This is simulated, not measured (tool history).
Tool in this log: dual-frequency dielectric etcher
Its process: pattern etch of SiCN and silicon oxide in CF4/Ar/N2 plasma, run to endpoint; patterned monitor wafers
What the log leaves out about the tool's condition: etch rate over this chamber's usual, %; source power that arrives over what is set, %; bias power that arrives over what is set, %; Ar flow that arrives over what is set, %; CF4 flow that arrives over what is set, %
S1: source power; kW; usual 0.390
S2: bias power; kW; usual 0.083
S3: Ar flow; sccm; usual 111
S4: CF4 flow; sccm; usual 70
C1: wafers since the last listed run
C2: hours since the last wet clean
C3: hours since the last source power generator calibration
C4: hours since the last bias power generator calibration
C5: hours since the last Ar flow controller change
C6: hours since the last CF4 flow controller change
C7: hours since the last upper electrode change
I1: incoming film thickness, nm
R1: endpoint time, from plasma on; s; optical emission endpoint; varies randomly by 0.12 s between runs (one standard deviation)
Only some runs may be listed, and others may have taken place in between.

Run 1, hour 0.0: usual settings; C1 0; C2 253.4; C3 2278.5; C4 3394.7; C5 1137.9; C6 4897.4; C7 4647.5; I1 14.06. Result: R1 16.8 s.
Run 2, hour 64.0: usual settings; C1 561; C2 317.4; C3 2342.5; C4 3458.7; C5 1201.9; C6 4961.4; C7 4711.5; I1 14.00. Result: R1 16.6 s.
Run 3, hour 103.9: usual settings; C1 349; C2 357.3; C3 2382.4; C4 3498.6; C5 1241.8; C6 5001.3; C7 4751.4; I1 14.06. Result: R1 16.6 s.
Run 4, hour 151.9: usual settings; C1 420; C2 405.3; C3 2430.4; C4 3546.6; C5 1289.8; C6 5049.3; C7 4799.4; I1 14.05. Result: R1 16.5 s.
At hour 178.2: source power generator calibrated.
Run 5, hour 180.3: usual settings; C1 213; C2 433.7; C3 2.1; C4 3575.0; C5 1318.2; C6 5077.7; C7 4827.8; I1 14.00. Result: R1 16.3 s.
Run 6, hour 210.0: usual settings; C1 260; C2 463.4; C3 31.8; C4 3604.7; C5 1347.9; C6 5107.4; C7 4857.5; I1 14.01. Result: R1 16.4 s.
At hour 277.7: wet clean of the chamber.
Run 7, hour 278.2: usual settings but S2 0.092 kW, S3 101 sccm; C1 387; C2 0.5; C3 100.0; C4 3672.9; C5 1416.1; C6 5175.6; C7 4925.7; I1 14.13. Result: R1 16.5 s.
Run 8, hour 304.7: usual settings but S3 124 sccm; C1 232; C2 27.0; C3 126.5; C4 3699.4; C5 1442.6; C6 5202.1; C7 4952.2; I1 14.00. Result: R1 17.6 s.
Run 9, hour 362.1: usual settings; C1 503; C2 84.4; C3 183.9; C4 3756.8; C5 1500.0; C6 5259.5; C7 5009.6; I1 14.00. Result: R1 17.0 s.
At hour 382.2: CF4 flow controller replaced.
Run 10, hour 404.2: usual settings; C1 316; C2 126.5; C3 226.0; C4 3798.9; C5 1542.1; C6 22.0; C7 5051.7; I1 13.99. Result: R1 17.2 s.
Run 11, hour 430.2: usual settings; C1 227; C2 152.5; C3 252.0; C4 3824.9; C5 1568.1; C6 48.0; C7 5077.7; I1 14.14. Result: R1 17.1 s.
Run 12, hour 455.4: usual settings but S1 0.430 kW, S4 82 sccm; C1 220; C2 177.7; C3 277.2; C4 3850.1; C5 1593.3; C6 73.2; C7 5102.9; I1 14.21. Result: R1 15.8 s.
Run 13, hour 515.3: usual settings but S2 0.100 kW, S3 138 sccm; C1 525; C2 237.6; C3 337.1; C4 3910.0; C5 1653.2; C6 133.1; C7 5162.8; I1 13.93. Result: R1 16.6 s.
At hour 635.8: upper electrode replaced.
At hour 688.0: Ar flow controller replaced.
Run 14, hour 700.0: usual settings but S2 0.069 kW, S4 75 sccm; C1 1356; C2 422.3; C3 521.8; C4 4094.7; C5 12.0; C6 317.8; C7 64.2; I1 13.99. Result: R1 17.5 s.
Run 15, hour 739.2: usual settings but S1 0.330 kW, S4 83 sccm; C1 343; C2 461.5; C3 561.0; C4 4133.9; C5 51.2; C6 357.0; C7 103.4; I1 13.89. Result: R1 18.1 s.
Run 16, hour 765.9: usual settings but S2 0.097 kW, S4 79 sccm; C1 234; C2 488.2; C3 587.7; C4 4160.6; C5 77.9; C6 383.7; C7 130.1; I1 13.97. Result: R1 15.5 s.
Run 17, hour 823.1: usual settings but S1 0.480 kW, S2 0.062 kW; C1 501; C2 545.4; C3 644.9; C4 4217.8; C5 135.1; C6 440.9; C7 187.3; I1 14.05. Result: R1 15.2 s.
At hour 860.1: wet clean of the chamber.
At hour 874.1: bias power generator calibrated.
Run 18, hour 891.9: usual settings but S1 0.420 kW, S2 0.097 kW; C1 357; C2 31.8; C3 713.7; C4 17.8; C5 203.9; C6 509.7; C7 256.1; I1 13.90. Result: R1 15.4 s.
Run 19, hour 940.6: usual settings but S1 0.420 kW, S2 0.097 kW; C1 426; C2 80.5; C3 762.4; C4 66.5; C5 252.6; C6 558.4; C7 304.8; I1 14.06. Result: R1 15.6 s.
Run 20, hour 979.1: usual settings but S1 0.420 kW, S2 0.097 kW; C1 337; C2 119.0; C3 800.9; C4 105.0; C5 291.1; C6 596.9; C7 343.3; I1 14.09. Result: R1 15.4 s.
Run 21, hour 1018.9: usual settings but S1 0.360 kW, S2 0.103 kW, S3 131 sccm; C1 348; C2 158.8; C3 840.7; C4 144.8; C5 330.9; C6 636.7; C7 383.1; I1 13.97. Result: R1 17.3 s.
Run 22, hour 1066.5: usual settings but S1 0.320 kW, S2 0.097 kW, S3 87 sccm, S4 53 sccm; C1 417; C2 206.4; C3 888.3; C4 192.4; C5 378.5; C6 684.3; C7 430.7; I1 14.00. Result: R1 18.3 s.
Run 23, hour 1099.6: usual settings; C1 290; C2 239.5; C3 921.4; C4 225.5; C5 411.6; C6 717.4; C7 463.8; I1 14.12. Result: R1 17.0 s.
Run 24, hour 1125.7: usual settings but S3 139 sccm; C1 228; C2 265.6; C3 947.5; C4 251.6; C5 437.7; C6 743.5; C7 489.9; I1 14.07. Result: R1 17.7 s.
Run 25, hour 1257.5: usual settings but S3 127 sccm, S4 82 sccm; C1 1155; C2 397.4; C3 1079.3; C4 383.4; C5 569.5; C6 875.3; C7 621.7; I1 14.02. Result: R1 16.8 s.

3 options for the next run, each taken on its own from the tool as it stands now. Forecast them:
Run A, hour 1257.9: usual settings; C1 3; C2 397.8; C3 1079.7; C4 383.8; C5 569.9; C6 875.7; C7 622.1; I1 13.94. Result: R1 ?.
Run B, hour 1257.9: usual settings but S1 0.320 kW; C1 3; C2 397.8; C3 1079.7; C4 383.8; C5 569.9; C6 875.7; C7 622.1; I1 13.94. Result: R1 ?.
Run C, hour 1257.9: usual settings but S1 0.310 kW, S2 0.095 kW, S3 120 sccm, S4 75 sccm; C1 3; C2 397.8; C3 1079.7; C4 383.8; C5 569.9; C6 875.7; C7 622.1; I1 13.94. Result: R1 ?.

run    R1
  A  16.7
  B  19.2
  C  19.0
With the hidden condition removed and each run's random variation left untouched, the same runs would have given:
run    R1
  A  17.2
  B  19.9
  C  19.7

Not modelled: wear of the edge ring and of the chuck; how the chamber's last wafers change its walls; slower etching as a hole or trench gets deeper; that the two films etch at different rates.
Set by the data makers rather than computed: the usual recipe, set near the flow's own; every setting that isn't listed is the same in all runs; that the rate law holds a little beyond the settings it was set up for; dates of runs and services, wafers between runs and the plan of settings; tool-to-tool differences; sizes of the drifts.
